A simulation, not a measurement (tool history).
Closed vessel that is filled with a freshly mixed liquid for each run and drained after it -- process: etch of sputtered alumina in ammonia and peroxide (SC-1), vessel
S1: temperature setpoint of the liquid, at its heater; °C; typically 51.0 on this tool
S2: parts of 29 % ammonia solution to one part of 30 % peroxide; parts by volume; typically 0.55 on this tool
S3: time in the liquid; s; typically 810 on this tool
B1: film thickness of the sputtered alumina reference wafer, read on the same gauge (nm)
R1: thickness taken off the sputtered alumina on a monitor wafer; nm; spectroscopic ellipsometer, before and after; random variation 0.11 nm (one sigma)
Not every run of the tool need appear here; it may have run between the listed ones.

run,hour,S1,S2,S3,B1,R1
1,0.0,51.0,0.55,810,30.00,43.94
2,37.5,51.0,0.55,810,29.99,43.86
3,63.0,51.0,0.55,810,29.98,43.82
# hour 99.4: ammonia flow meter replaced
4,133.8,51.0,0.55,810,30.00,44.35
5,160.0,51.0,0.55,810,29.99,44.19
6,220.6,51.0,0.55,810,29.98,44.07
7,252.8,51.0,0.55,810,29.99,44.15
8,298.6,51.0,0.55,810,30.00,44.24
9,354.8,51.0,0.55,810,30.00,44.08
10,402.8,51.0,0.55,810,29.98,43.86
11,448.1,51.0,0.55,810,30.01,43.82
12,474.0,51.0,0.55,810,29.98,43.74
13,528.7,45.0,0.35,550,30.03,20.43
14,556.3,51.0,0.35,810,29.99,41.95
15,612.2,51.0,0.40,360,29.98,18.81
# hour 629.9: new drum of ammonia solution connected
16,658.8,51.0,0.55,810,30.00,43.79
# hour 687.0: thermometer replaced
17,687.9,41.5,0.35,330,29.99,10.08
18,736.2,51.0,0.55,810,30.00,44.16
# hour 741.1: gauge calibrated
# hour 758.8: ammonia flow meter replaced
19,781.8,51.0,0.55,585,30.00,32.15
20,852.9,45.5,0.55,810,29.98,32.74
21,905.2,55.5,0.70,1000,30.00,71.60
22,937.9,51.0,0.55,810,30.01,44.52
23,995.7,51.0,0.75,1045,30.01,58.93
24,1055.4,51.0,0.55,1020,30.00,55.61
25,1110.8,44.0,0.55,810,30.02,30.08
26,1162.6,51.0,0.70,585,29.98,32.75
27,1220.2,51.0,0.65,965,30.00,53.28
28,1265.8,51.0,0.55,1065,30.02,58.01

Each row is a separate what-if for the run after 28, all from the same tool condition, not one after another. Results?
A,1266.7,60.5,0.55,810,?,?
B,1266.7,42.5,0.55,540,?,?
C,1266.7,42.0,0.55,810,?,?
D,1266.7,60.5,0.55,1220,?,?

run,B1,R1
A,30.01,72.86
B,30.01,18.20
C,30.01,26.52
D,30.01,109.74
With the hidden condition removed and each run's random variation left untouched, the same runs would have given:
run,R1
A,74.05
B,18.52
C,26.98
D,111.54
